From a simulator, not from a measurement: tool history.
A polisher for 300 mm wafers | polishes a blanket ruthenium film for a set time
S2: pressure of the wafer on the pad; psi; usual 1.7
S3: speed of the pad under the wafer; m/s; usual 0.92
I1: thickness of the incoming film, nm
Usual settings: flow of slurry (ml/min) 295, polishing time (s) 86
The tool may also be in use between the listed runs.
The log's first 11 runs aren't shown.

{"run": 12, "hour": 854.6, "flow of slurry (ml/min)": 295, "S2": 1.7, "S3": 0.92, "polishing time (s)": 86, "I1": 539.7, "film removed (Å)": 669}
{"run": 13, "hour": 939.1, "flow of slurry (ml/min)": 365, "S2": 1.7, "S3": 0.92, "polishing time (s)": 114, "I1": 538.3, "film removed (Å)": 889}
{"run": 14, "hour": 1035.2, "flow of slurry (ml/min)": 295, "S2": 1.7, "S3": 0.92, "polishing time (s)": 86, "I1": 544.6, "film removed (Å)": 646}
{"run": 15, "hour": 1129.7, "flow of slurry (ml/min)": 210, "S2": 1.4, "S3": 1.16, "polishing time (s)": 86, "I1": 536.7, "film removed (Å)": 599}
{"run": 16, "hour": 1171.1, "flow of slurry (ml/min)": 295, "S2": 1.7, "S3": 0.92, "polishing time (s)": 86, "I1": 544.2, "film removed (Å)": 647}
{"run": 17, "hour": 1238.2, "flow of slurry (ml/min)": 295, "S2": 1.7, "S3": 1.1, "polishing time (s)": 86, "I1": 544.3, "film removed (Å)": 721}
{"hour": 1277.6, "done": "slurry nozzle cleaned"}
{"run": 18, "hour": 1339.1, "flow of slurry (ml/min)": 210, "S2": 2.1, "S3": 0.82, "polishing time (s)": 76, "I1": 533.1, "film removed (Å)": 628}
{"run": 19, "hour": 1442.5, "flow of slurry (ml/min)": 390, "S2": 2.0, "S3": 0.62, "polishing time (s)": 71, "I1": 539.5, "film removed (Å)": 512}
{"hour": 1467.9, "done": "worn pad replaced by a new one"}
{"run": 20, "hour": 1510.9, "flow of slurry (ml/min)": 265, "S2": 1.7, "S3": 1.22, "polishing time (s)": 86, "I1": 542.5, "film removed (Å)": 860}
{"run": 21, "hour": 1575.9, "flow of slurry (ml/min)": 295, "S2": 1.7, "S3": 0.92, "polishing time (s)": 86, "I1": 543.3, "film removed (Å)": 692}
{"run": 22, "hour": 1624.6, "flow of slurry (ml/min)": 295, "S2": 1.7, "S3": 0.92, "polishing time (s)": 77, "I1": 536.5, "film removed (Å)": 624}
{"run": 23, "hour": 1724.4, "flow of slurry (ml/min)": 205, "S2": 1.7, "S3": 0.92, "polishing time (s)": 86, "I1": 538.2, "film removed (Å)": 640}
{"run": 24, "hour": 1783.3, "flow of slurry (ml/min)": 295, "S2": 1.7, "S3": 0.92, "polishing time (s)": 61, "I1": 538.4, "film removed (Å)": 463}
{"hour": 1868.3, "done": "head pressure recalibrated"}
{"run": 25, "hour": 1873.0, "flow of slurry (ml/min)": 295, "S2": 1.7, "S3": 0.92, "polishing time (s)": 70, "I1": 532.3, "film removed (Å)": 544}
{"run": 26, "hour": 1971.3, "flow of slurry (ml/min)": 295, "S2": 1.5, "S3": 0.92, "polishing time (s)": 110, "I1": 550.9, "film removed (Å)": 738}
{"run": 27, "hour": 2077.7, "flow of slurry (ml/min)": 340, "S2": 1.7, "S3": 0.92, "polishing time (s)": 86, "I1": 540.6, "film removed (Å)": 654}
{"hour": 2104.5, "done": "slurry nozzle cleaned"}
{"hour": 2110.0, "done": "worn pad replaced by a new one"}
{"run": 28, "hour": 2153.9, "flow of slurry (ml/min)": 225, "S2": 1.5, "S3": 0.92, "polishing time (s)": 86, "I1": 538.0, "film removed (Å)": 585}
{"run": 29, "hour": 2234.5, "flow of slurry (ml/min)": 230, "S2": 1.5, "S3": 1.2, "polishing time (s)": 95, "I1": 541.9, "film removed (Å)": 748}
{"run": 30, "hour": 2287.7, "flow of slurry (ml/min)": 295, "S2": 1.7, "S3": 1.1, "polishing time (s)": 86, "I1": 531.8, "film removed (Å)": 738}
{"run": 31, "hour": 2366.8, "flow of slurry (ml/min)": 295, "S2": 1.1, "S3": 0.92, "polishing time (s)": 99, "I1": 528.6, "film removed (Å)": 483}
{"run": 32, "hour": 2423.4, "flow of slurry (ml/min)": 295, "S2": 1.7, "S3": 0.92, "polishing time (s)": 86, "I1": 535.7, "film removed (Å)": 643}
{"run": 33, "hour": 2492.5, "flow of slurry (ml/min)": 295, "S2": 1.1, "S3": 0.92, "polishing time (s)": 105, "I1": 539.5, "film removed (Å)": 496}
{"run": 34, "hour": 2545.4, "flow of slurry (ml/min)": 295, "S2": 1.7, "S3": 0.92, "polishing time (s)": 86, "I1": 546.3, "film removed (Å)": 648}
{"run": 35, "hour": 2591.5, "flow of slurry (ml/min)": 295, "S2": 1.7, "S3": 0.92, "polishing time (s)": 86, "I1": 539.5, "film removed (Å)": 620}
{"run": 36, "hour": 2632.5, "flow of slurry (ml/min)": 295, "S2": 1.7, "S3": 0.92, "polishing time (s)": 86, "I1": 542.1, "film removed (Å)": 635}

Forecast each of these 5 alternatives for the next run:
{"run": "A", "hour": 2632.9, "flow of slurry (ml/min)": 295, "S2": 1.7, "S3": 0.92, "polishing time (s)": 86, "I1": 537.2, "film removed (Å)": "?"}
{"run": "B", "hour": 2632.9, "flow of slurry (ml/min)": 295, "S2": 2.2, "S3": 1.08, "polishing time (s)": 86, "I1": 537.2, "film removed (Å)": "?"}
{"run": "C", "hour": 2632.9, "flow of slurry (ml/min)": 335, "S2": 1.7, "S3": 1.16, "polishing time (s)": 66, "I1": 537.2, "film removed (Å)": "?"}
{"run": "D", "hour": 2632.9, "flow of slurry (ml/min)": 370, "S2": 1.1, "S3": 0.84, "polishing time (s)": 86, "I1": 537.2, "film removed (Å)": "?"}
{"run": "E", "hour": 2632.9, "flow of slurry (ml/min)": 295, "S2": 2.2, "S3": 0.92, "polishing time (s)": 86, "I1": 537.2, "film removed (Å)": "?"}

run=A film_removed_(Å)=624
run=B film_removed_(Å)=892
run=C film_removed_(Å)=560
run=D film_removed_(Å)=390
run=E film_removed_(Å)=808
Without the tool's hidden state the same runs would have given:
run=A film_removed_(Å)=723
run=B film_removed_(Å)=1033
run=C film_removed_(Å)=648
run=D film_removed_(Å)=451
run=E film_removed_(Å)=935
